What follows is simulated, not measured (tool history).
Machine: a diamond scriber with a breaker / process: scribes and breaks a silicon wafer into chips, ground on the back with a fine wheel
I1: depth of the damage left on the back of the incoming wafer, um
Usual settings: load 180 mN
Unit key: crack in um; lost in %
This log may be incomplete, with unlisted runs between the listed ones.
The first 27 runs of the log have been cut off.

{"run": 28, "hour": 1414.2, "load": 180, "I1": 1.95, "crack": 9.11, "lost": 5.98}
{"run": 29, "hour": 1439.0, "load": 231, "I1": 2.87, "crack": 10.78, "lost": 2.97}
{"run": 30, "hour": 1498.8, "load": 180, "I1": 2.16, "crack": 8.7, "lost": 6.89}
{"run": 31, "hour": 1549.7, "load": 180, "I1": 1.81, "crack": 8.75, "lost": 7.88}
{"run": 32, "hour": 1574.8, "load": 129, "I1": 1.99, "crack": 7, "lost": 29.59}
{"run": 33, "hour": 1609.7, "load": 156, "I1": 2.35, "crack": 7.67, "lost": 20.1}
{"run": 34, "hour": 1672.7, "load": 180, "I1": 2.1, "crack": 8.48, "lost": 9.33}
{"run": 35, "hour": 1703.6, "load": 228, "I1": 1.76, "crack": 10.21, "lost": 1.78}
{"run": 36, "hour": 1729.0, "load": 166, "I1": 2.55, "crack": 7.71, "lost": 14.8}
{"run": 37, "hour": 1774.8, "load": 159, "I1": 2.12, "crack": 8.08, "lost": 18.91}
{"run": 38, "hour": 1835.8, "load": 180, "I1": 2.96, "crack": 8.37, "lost": 11.91}
{"run": 39, "hour": 1864.0, "load": 217, "I1": 2.19, "crack": 9.77, "lost": 3.24}
{"run": 40, "hour": 1912.1, "load": 220, "I1": 1.53, "crack": 9.52, "lost": 2.38}
{"run": 41, "hour": 1972.9, "load": 216, "I1": 1.73, "crack": 9.46, "lost": 2.79}

What if the next run were any one of these 4? Each begins from the tool's condition after run 41:
{"run": "A", "hour": 1973.4, "load": 210, "I1": 2.96, "crack": "?", "lost": "?"}
{"run": "B", "hour": 1973.4, "load": 145, "I1": 2.96, "crack": "?", "lost": "?"}
{"run": "C", "hour": 1973.4, "load": 207, "I1": 2.96, "crack": "?", "lost": "?"}
{"run": "D", "hour": 1973.4, "load": 136, "I1": 2.96, "crack": "?", "lost": "?"}

run=A crack=9.22 lost=5.39
run=B crack=7.12 lost=29.86
run=C crack=9.13 lost=5.89
run=D crack=6.8 lost=35.7
With the hidden condition removed and each run's random variation left untouched, the same runs would have given:
run=A crack=11.23 lost=5.32
run=B crack=8.67 lost=9.18
run=C crack=11.12 lost=4.88
run=D crack=8.28 lost=12.93
